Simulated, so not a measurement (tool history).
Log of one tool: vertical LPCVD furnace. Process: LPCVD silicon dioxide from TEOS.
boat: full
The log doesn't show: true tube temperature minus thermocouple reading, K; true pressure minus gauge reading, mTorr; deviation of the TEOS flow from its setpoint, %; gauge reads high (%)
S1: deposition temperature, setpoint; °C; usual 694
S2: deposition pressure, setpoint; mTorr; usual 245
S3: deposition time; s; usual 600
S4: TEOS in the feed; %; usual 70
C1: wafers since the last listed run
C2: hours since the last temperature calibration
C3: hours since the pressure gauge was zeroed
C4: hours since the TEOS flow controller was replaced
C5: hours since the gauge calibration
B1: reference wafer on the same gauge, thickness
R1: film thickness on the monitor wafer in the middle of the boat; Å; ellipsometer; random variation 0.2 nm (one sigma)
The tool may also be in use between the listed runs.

run   hour   S1   S2   S3  S4    C1      C2      C3      C4     C5     B1     R1
  1      0  694  230  600  70     0    3175    1800  2096.2  446.3  67.12  642.3
  2   37.6  694  230  600  70   866  3212.6  1837.6  2133.8  483.9  67.08  644.1
  3   62.6  694  245  600  70   576  3237.6  1862.6  2158.8  508.9  67.09  666.2
  4   99.3  701  245  600  70   846  3274.3  1899.3  2195.5  545.6   67.1  785.1
  5  132.5  701  245  600  70   765  3307.5  1932.5  2228.7  578.8  67.11    789
  6  172.9  694  245  600  70   931  3347.9  1972.9  2269.1  619.2  67.11  673.6
     218.2  -- TEOS flow controller replaced
  7  221.7  694  245  600  70   571  3396.7  2021.7     3.5    668   67.1  672.2
       269  -- thermocouples replaced and temperature profile calibrated
     269.2  -- gauge calibrated
  8  269.5  684  200  750  61   548     0.5  2069.5    51.3    0.3   67.1    502
  9    318  694  245  600  82  1118      49    2118    99.8   48.8  67.06  650.2
 10  351.8  701  245  600  70   779    82.8  2151.8   133.6   82.6  67.07    710
     431.4  -- pressure gauge zeroed
 11  431.9  694  195  360  70  1293   162.9     0.5   213.7  162.7  67.11  323.8
 12  453.5  694  190  600  83   497   184.5    22.1   235.3  184.3  67.11  579.9
 13  524.4  703  245  750  70  1634   255.4      93   306.2  255.2  67.17  935.9
 14    562  694  245  600  70   866     293   130.6   343.8  292.8  67.09  604.3

5 ways to go on from here, each from the tool as it stands after run 14. What would each give?
  A  565.9  697  245  600  70  89  296.9  134.5  347.7  296.7   ?   ?
  B  565.9  694  210  720  74  89  296.9  134.5  347.7  296.7   ?   ?
  C  565.9  684  245  600  80  89  296.9  134.5  347.7  296.7   ?   ?
  D  565.9  694  245  600  75  89  296.9  134.5  347.7  296.7   ?   ?
  E  565.9  686  295  690  59  89  296.9  134.5  347.7  296.7   ?   ?

run    B1     R1
  A  67.1  644.6
  B  67.1  686.3
  C  67.1  506.3
  D  67.1  621.9
  E  67.1  575.7
Without the tool's hidden state the same runs would have given:
run     R1
  A  640.6
  B    682
  C  503.1
  D    618
  E    572

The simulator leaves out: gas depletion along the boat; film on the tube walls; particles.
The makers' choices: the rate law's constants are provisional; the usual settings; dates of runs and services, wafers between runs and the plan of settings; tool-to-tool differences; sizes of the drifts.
